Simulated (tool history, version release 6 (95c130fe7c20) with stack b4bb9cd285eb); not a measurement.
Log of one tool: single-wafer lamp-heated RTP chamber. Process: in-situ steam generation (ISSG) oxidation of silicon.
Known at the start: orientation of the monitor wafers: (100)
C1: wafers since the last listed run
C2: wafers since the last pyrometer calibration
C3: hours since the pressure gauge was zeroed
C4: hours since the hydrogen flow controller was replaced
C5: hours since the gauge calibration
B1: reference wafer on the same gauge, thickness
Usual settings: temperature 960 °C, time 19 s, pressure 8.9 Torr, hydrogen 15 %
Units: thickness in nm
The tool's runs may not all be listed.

run 1 hour=0.0 | temperature=960 time=19 pressure=8.9 hydrogen=15 | C1=0 C2=4500 C3=3899.7 C4=626.8 C5=1675.7 | B1=3.441 | thickness=4.252
-- hour=8.2 pyrometer window cleaned and pyrometer calibrated
run 2 hour=37.7 | temperature=960 time=19 pressure=8.9 hydrogen=15 | C1=278 C2=276 C3=3937.4 C4=664.5 C5=1713.4 | B1=3.443 | thickness=4.246
-- hour=62.1 gauge calibrated
run 3 hour=121.1 | temperature=960 time=19 pressure=8.9 hydrogen=15 | C1=781 C2=1058 C3=4020.8 C4=747.9 C5=59.0 | B1=3.334 | thickness=4.104
run 4 hour=198.9 | temperature=960 time=19 pressure=8.9 hydrogen=15 | C1=729 C2=1787 C3=4098.6 C4=825.7 C5=136.8 | B1=3.342 | thickness=4.124
run 5 hour=282.5 | temperature=947 time=19 pressure=8.9 hydrogen=15 | C1=783 C2=2571 C3=4182.2 C4=909.3 C5=220.4 | B1=3.347 | thickness=3.973
run 6 hour=343.5 | temperature=947 time=19 pressure=8.9 hydrogen=15 | C1=571 C2=3142 C3=4243.2 C4=970.3 C5=281.4 | B1=3.352 | thickness=3.992
run 7 hour=387.0 | temperature=947 time=19 pressure=8.9 hydrogen=15 | C1=407 C2=3550 C3=4286.7 C4=1013.8 C5=324.9 | B1=3.349 | thickness=3.960
-- hour=470.7 pyrometer window cleaned and pyrometer calibrated
run 8 hour=554.6 | temperature=960 time=19 pressure=7.9 hydrogen=20 | C1=1495 C2=786 C3=4454.3 C4=1181.4 C5=492.5 | B1=3.366 | thickness=4.460
run 9 hour=650.5 | temperature=960 time=19 pressure=7.9 hydrogen=20 | C1=898 C2=1685 C3=4550.2 C4=1277.3 C5=588.4 | B1=3.371 | thickness=4.444
run 10 hour=754.8 | temperature=960 time=19 pressure=8.9 hydrogen=15 | C1=977 C2=2663 C3=4654.5 C4=1381.6 C5=692.7 | B1=3.378 | thickness=4.152
run 11 hour=874.2 | temperature=960 time=19 pressure=8.9 hydrogen=15 | C1=1119 C2=3782 C3=4773.9 C4=1501.0 C5=812.1 | B1=3.387 | thickness=4.168
run 12 hour=914.9 | temperature=960 time=19 pressure=8.9 hydrogen=15 | C1=381 C2=4163 C3=4814.6 C4=1541.7 C5=852.8 | B1=3.389 | thickness=4.154
-- hour=953.5 pyrometer window cleaned and pyrometer calibrated
run 13 hour=957.7 | temperature=960 time=19 pressure=8.9 hydrogen=15 | C1=326 C2=39 C3=4857.4 C4=1584.5 C5=895.6 | B1=3.386 | thickness=4.178
-- hour=1035.0 pressure gauge zeroed
run 14 hour=1046.2 | temperature=960 time=19 pressure=8.9 hydrogen=15 | C1=754 C2=793 C3=11.2 C4=1673.0 C5=984.1 | B1=3.397 | thickness=4.183
run 15 hour=1122.0 | temperature=972 time=13 pressure=8.4 hydrogen=15 | C1=710 C2=1504 C3=87.0 C4=1748.8 C5=1059.9 | B1=3.403 | thickness=3.711
run 16 hour=1175.0 | temperature=948 time=12 pressure=7.7 hydrogen=11 | C1=496 C2=2001 C3=140.0 C4=1801.8 C5=1112.9 | B1=3.407 | thickness=3.136
run 17 hour=1245.9 | temperature=960 time=19 pressure=8.9 hydrogen=15 | C1=664 C2=2665 C3=210.9 C4=1872.7 C5=1183.8 | B1=3.407 | thickness=4.206
run 18 hour=1335.2 | temperature=960 time=24 pressure=7.9 hydrogen=15 | C1=837 C2=3502 C3=300.2 C4=1962.0 C5=1273.1 | B1=3.418 | thickness=4.669
-- hour=1397.1 pyrometer window cleaned and pyrometer calibrated
run 19 hour=1425.8 | temperature=947 time=25 pressure=8.9 hydrogen=15 | C1=774 C2=268 C3=390.8 C4=2052.6 C5=1363.7 | B1=3.419 | thickness=4.548
run 20 hour=1503.1 | temperature=960 time=19 pressure=8.9 hydrogen=15 | C1=724 C2=993 C3=468.1 C4=2129.9 C5=1441.0 | B1=3.425 | thickness=4.216
run 21 hour=1556.5 | temperature=960 time=14 pressure=8.9 hydrogen=12 | C1=500 C2=1493 C3=521.5 C4=2183.3 C5=1494.4 | B1=3.427 | thickness=3.550
-- hour=1622.7 gauge calibrated
-- hour=1626.3 hydrogen flow controller replaced
run 22 hour=1626.8 | temperature=960 time=19 pressure=10.2 hydrogen=11 | C1=583 C2=2077 C3=591.8 C4=0.5 C5=4.1 | B1=3.327 | thickness=3.808
run 23 hour=1684.2 | temperature=960 time=14 pressure=10.1 hydrogen=15 | C1=538 C2=2615 C3=649.2 C4=57.9 C5=61.5 | B1=3.330 | thickness=3.556

Forecast run 24:
-- hour=1765.5 pyrometer window cleaned and pyrometer calibrated
run 24 hour=1782.1 | temperature=960 time=19 pressure=8.9 hydrogen=11 | C1=842 C2=155 C3=747.1 C4=155.8 C5=159.4 | B1=? | thickness=?

Run 24 gave B1 3.339, thickness 3.835 nm.
Without the tool's hidden state the same run would have given thickness 3.827 nm.
